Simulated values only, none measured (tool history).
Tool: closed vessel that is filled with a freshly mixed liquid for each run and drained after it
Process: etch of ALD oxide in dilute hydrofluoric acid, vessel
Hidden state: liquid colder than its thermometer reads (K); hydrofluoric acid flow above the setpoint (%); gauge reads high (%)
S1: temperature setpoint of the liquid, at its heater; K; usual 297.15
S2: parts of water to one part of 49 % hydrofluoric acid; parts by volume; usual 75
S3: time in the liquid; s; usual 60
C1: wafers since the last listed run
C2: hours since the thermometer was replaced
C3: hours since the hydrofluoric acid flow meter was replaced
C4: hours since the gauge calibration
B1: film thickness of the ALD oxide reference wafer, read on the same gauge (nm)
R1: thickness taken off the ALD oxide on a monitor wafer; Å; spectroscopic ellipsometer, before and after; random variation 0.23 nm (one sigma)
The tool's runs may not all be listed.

run   hour      S1   S2  S3    C1      C2      C3     C4      B1     R1
  1    0.0  297.15   75  60     0  1366.9  1223.8  327.7  100.01  272.4
  2   31.4  297.15   75  60  2637  1398.3  1255.2  359.1   99.95  271.3
  3   60.8  297.15   75  60  2469  1427.7  1284.6  388.5  100.02  275.9
  4   85.2  297.15   75  60  2049  1452.1  1309.0  412.9   99.99  276.2
  5   97.5  297.15   75  60  1033  1464.4  1321.3  425.2   99.96  275.1
  6  130.0  293.65   75  60  2729  1496.9  1353.8  457.7   99.98  238.1
  7  143.2  293.65   75  60  1108  1510.1  1367.0  470.9  100.01  233.6
  8  174.9  297.15   75  60  2662  1541.8  1398.7  502.6   99.99  282.6
     189.1  -- thermometer replaced
  9  196.0  297.15   75  35  1688     6.9  1419.8  523.7  100.00  160.6
 10  225.2  297.15   75  35  2452    36.1  1449.0  552.9   99.99  158.5
 11  259.0  293.15   40  45  2839    69.9  1482.8  586.7  100.03  341.7
 12  289.4  297.15   75  60  2553   100.3  1513.2  617.1   99.98  273.5
 13  317.8  297.15  110  60  2385   128.7  1541.6  645.5  100.00  181.2
 14  337.3  297.15   75  60  1637   148.2  1561.1  665.0  100.00  276.0
     353.8  -- gauge calibrated
     383.2  -- hydrofluoric acid flow meter replaced
 15  396.9  293.65   75  60  4922   207.8    13.7   43.1   99.97  214.9
 16  431.7  295.65   60  60  2923   242.6    48.5   77.9  100.01  295.9
 17  464.1  297.15   75  50  2721   275.0    80.9  110.3  100.00  211.3
 18  523.5  297.15   65  75  4989   334.4   140.3  169.7  100.01  369.6
 19  553.2  297.15   60  50  2494   364.1   170.0  199.4  100.00  264.9
 20  574.1  295.65   75  40  1755   385.0   190.9  220.3   99.99  154.3
 21  597.5  299.65   75  60  1965   408.4   214.3  243.7   99.97  282.3

Forecast each of these 5 alternatives for the next run:
  A  598.2  297.15   75  75  58  409.1  215.0  244.4   ?   ?
  B  598.2  294.15   75  60  58  409.1  215.0  244.4   ?   ?
  C  598.2  301.15  100  30  58  409.1  215.0  244.4   ?   ?
  D  598.2  295.65   65  40  58  409.1  215.0  244.4   ?   ?
  E  598.2  297.15   55  60  58  409.1  215.0  244.4   ?   ?

run     B1     R1
  A  99.97  315.1
  B  99.97  222.9
  C  99.97  107.2
  D  99.97  184.6
  E  99.97  352.4
Without the tool's hidden state the same runs would have given:
run     R1
  A  300.6
  B  212.7
  C  102.1
  D  176.2
  E  336.5
